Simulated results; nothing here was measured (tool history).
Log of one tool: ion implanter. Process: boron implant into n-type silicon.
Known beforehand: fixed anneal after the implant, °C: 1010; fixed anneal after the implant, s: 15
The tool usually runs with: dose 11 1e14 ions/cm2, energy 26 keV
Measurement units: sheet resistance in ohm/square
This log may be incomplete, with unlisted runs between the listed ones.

run,day,dose,energy,"read-back reference wafer on the same gauge, sheet resistance",sheet resistance
1,0,9.1,33,111.97,125.36
2,3.754,9.1,33,111.96,125.38
3,7.088,9.1,33,112.03,125.54
4,14.583,11,26,112.07,109.62
5,18.562,11.89,26,111.93,103.26
6,22.479,8.49,19,112,139.93
7,26.275,8.49,19,111.92,140.53
# day 33.842: Faraday cup replaced and dose calibrated
8,39.738,11,26,112.01,108.39
9,41.408,11,26,112.01,108.56
10,44.238,11,26,111.97,108.72
11,47.225,11,26,111.95,109.24
12,51.446,11,26,111.97,108.98
13,55.692,11,26,112.02,109.26
14,57.242,11,26,112.06,109.24
# day 58.012: gauge calibrated
15,61.508,13.18,19,112.02,98.66
# day 63.138: extraction supply calibrated
16,63.55,11,26,112.05,109.92
17,67.121,11,26,112.02,109.89
18,69.75,11,28.5,112.04,109.34
19,73.404,12.56,26,112.03,99.24
20,75.271,11,26,112.04,110.38
# day 76.75: Faraday cup replaced and dose calibrated
21,79.454,11.98,32,112.1,99.94
22,81.971,9.42,26,112,123.38
23,83.875,12,20,112,104.31
24,88.321,9.3,26,112.03,125.31
25,89.862,8.83,32,112.08,128.72
26,94.167,11,26,111.94,109.44
27,95.721,9.05,34.5,111.96,125.85
28,107.825,13.66,26,112,92.85
29,111.05,13.11,23.5,112,97.13
30,112.983,10.03,29,112,118.05
# day 115.529: Faraday cup replaced and dose calibrated
31,115.921,11.98,32,112,99.59
32,120.088,11,29.5,112,107.71
33,122.458,8.24,26,112.1,137.81
34,125.771,8.7,26,111.99,131.94
35,129.704,9.05,22,111.96,129.53
36,132.546,11,30,112.01,107.83

For some of the steps in sheet resistance from one run to the next: how much would appear even if the tool had no hidden state, given the settings, what came in and random variation, and how much remains for the hidden state plus any gauge scatter that the measured result and the result without hidden state don't share?
The hidden state here: deviation of the true dose from the Faraday cup's reading, %; deviation of the true energy from its setpoint, %; gauge reads high (%).
Run 5 -> 6: dose 11.89 -> 8.49, energy 26 -> 19. sheet resistance +36.67 ohm/square: hidden state +0.8, all else +35.87.
Run 7 -> 8: dose 8.49 -> 11, energy 19 -> 26, Faraday cup replaced and dose calibrated. sheet resistance -32.14 ohm/square: hidden state -2.14, all else -30.
Run 20 -> 21: dose 11 -> 11.98, energy 26 -> 32, Faraday cup replaced and dose calibrated. sheet resistance -10.44 ohm/square: hidden state -1.88, all else -8.56.
Run 27 -> 28: dose 9.05 -> 13.66, energy 34.5 -> 26. sheet resistance -33 ohm/square: hidden state +0.14, all else -33.14.
Run 30 -> 31: dose 10.03 -> 11.98, energy 29 -> 32, Faraday cup replaced and dose calibrated. sheet resistance -18.46 ohm/square: hidden state -2.38, all else -16.08.
